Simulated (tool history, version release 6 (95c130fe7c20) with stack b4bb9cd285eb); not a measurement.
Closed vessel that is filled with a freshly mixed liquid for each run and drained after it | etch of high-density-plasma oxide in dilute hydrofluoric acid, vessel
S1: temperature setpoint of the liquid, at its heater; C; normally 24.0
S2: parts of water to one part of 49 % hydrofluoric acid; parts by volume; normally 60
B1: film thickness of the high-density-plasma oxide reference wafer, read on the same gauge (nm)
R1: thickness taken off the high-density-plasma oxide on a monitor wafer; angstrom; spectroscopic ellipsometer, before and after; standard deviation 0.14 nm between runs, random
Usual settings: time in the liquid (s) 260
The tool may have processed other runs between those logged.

run 1 hour=0.0 | S1=24.0 S2=60 time_in_the_liquid_(s)=260 | B1=140.01 | R1=234.7
run 2 hour=33.4 | S1=24.0 S2=60 time_in_the_liquid_(s)=260 | B1=139.96 | R1=238.2
run 3 hour=88.8 | S1=24.0 S2=60 time_in_the_liquid_(s)=260 | B1=139.99 | R1=235.4
run 4 hour=132.2 | S1=24.0 S2=60 time_in_the_liquid_(s)=260 | B1=140.00 | R1=233.4
run 5 hour=186.4 | S1=24.0 S2=60 time_in_the_liquid_(s)=260 | B1=140.03 | R1=233.1
run 6 hour=254.1 | S1=24.0 S2=45 time_in_the_liquid_(s)=260 | B1=140.00 | R1=316.4
run 7 hour=279.5 | S1=24.0 S2=45 time_in_the_liquid_(s)=260 | B1=140.01 | R1=321.5
run 8 hour=329.5 | S1=24.0 S2=60 time_in_the_liquid_(s)=215 | B1=140.00 | R1=193.2
run 9 hour=371.1 | S1=24.0 S2=60 time_in_the_liquid_(s)=260 | B1=140.00 | R1=232.9
run 10 hour=397.9 | S1=24.0 S2=60 time_in_the_liquid_(s)=260 | B1=139.99 | R1=234.7
-- hour=435.8 thermometer replaced
run 11 hour=449.8 | S1=24.0 S2=60 time_in_the_liquid_(s)=260 | B1=140.00 | R1=231.9
run 12 hour=485.7 | S1=21.5 S2=60 time_in_the_liquid_(s)=260 | B1=139.97 | R1=207.2
-- hour=497.0 gauge calibrated
run 13 hour=510.4 | S1=21.5 S2=60 time_in_the_liquid_(s)=260 | B1=140.03 | R1=208.4
run 14 hour=543.1 | S1=21.5 S2=60 time_in_the_liquid_(s)=260 | B1=140.02 | R1=205.6
run 15 hour=610.5 | S1=24.0 S2=60 time_in_the_liquid_(s)=260 | B1=140.00 | R1=232.0
run 16 hour=697.7 | S1=24.0 S2=60 time_in_the_liquid_(s)=260 | B1=140.00 | R1=228.9
-- hour=727.6 hydrofluoric acid flow meter replaced
run 17 hour=735.1 | S1=20.0 S2=70 time_in_the_liquid_(s)=260 | B1=140.00 | R1=170.0
run 18 hour=768.4 | S1=24.0 S2=60 time_in_the_liquid_(s)=120 | B1=139.99 | R1=108.0
run 19 hour=811.7 | S1=27.5 S2=85 time_in_the_liquid_(s)=260 | B1=140.00 | R1=185.1
run 20 hour=841.0 | S1=19.5 S2=70 time_in_the_liquid_(s)=260 | B1=140.04 | R1=165.3
run 21 hour=901.0 | S1=24.0 S2=85 time_in_the_liquid_(s)=260 | B1=139.98 | R1=162.0
run 22 hour=957.2 | S1=24.0 S2=70 time_in_the_liquid_(s)=395 | B1=139.98 | R1=297.3
run 23 hour=982.8 | S1=28.0 S2=50 time_in_the_liquid_(s)=260 | B1=139.99 | R1=336.5
run 24 hour=1035.1 | S1=24.0 S2=60 time_in_the_liquid_(s)=260 | B1=139.99 | R1=234.1
run 25 hour=1081.7 | S1=21.5 S2=60 time_in_the_liquid_(s)=180 | B1=140.01 | R1=146.8
run 26 hour=1137.3 | S1=26.5 S2=60 time_in_the_liquid_(s)=165 | B1=139.97 | R1=164.6
run 27 hour=1198.6 | S1=19.5 S2=60 time_in_the_liquid_(s)=260 | B1=139.98 | R1=192.5
run 28 hour=1242.4 | S1=24.0 S2=60 time_in_the_liquid_(s)=170 | B1=139.99 | R1=152.2
run 29 hour=1291.6 | S1=24.0 S2=35 time_in_the_liquid_(s)=260 | B1=140.03 | R1=409.0
run 30 hour=1355.6 | S1=21.5 S2=60 time_in_the_liquid_(s)=260 | B1=139.98 | R1=211.2

Below are 4 alternative next runs, each starting from the tool's condition after run 30. Predict each:
run A hour=1356.3 | S1=24.0 S2=30 time_in_the_liquid_(s)=260 | B1=? | R1=?
run B hour=1356.3 | S1=20.0 S2=60 time_in_the_liquid_(s)=135 | B1=? | R1=?
run C hour=1356.3 | S1=24.0 S2=60 time_in_the_liquid_(s)=150 | B1=? | R1=?
run D hour=1356.3 | S1=24.0 S2=70 time_in_the_liquid_(s)=140 | B1=? | R1=?

run=A B1=140.00 R1=480.4
run=B B1=140.00 R1=101.4
run=C B1=140.00 R1=133.0
run=D B1=140.00 R1=105.0
Without the tool's unlogged condition, the same runs would have read:
run=A R1=491.8
run=B R1=103.9
run=C R1=136.3
run=D R1=107.6
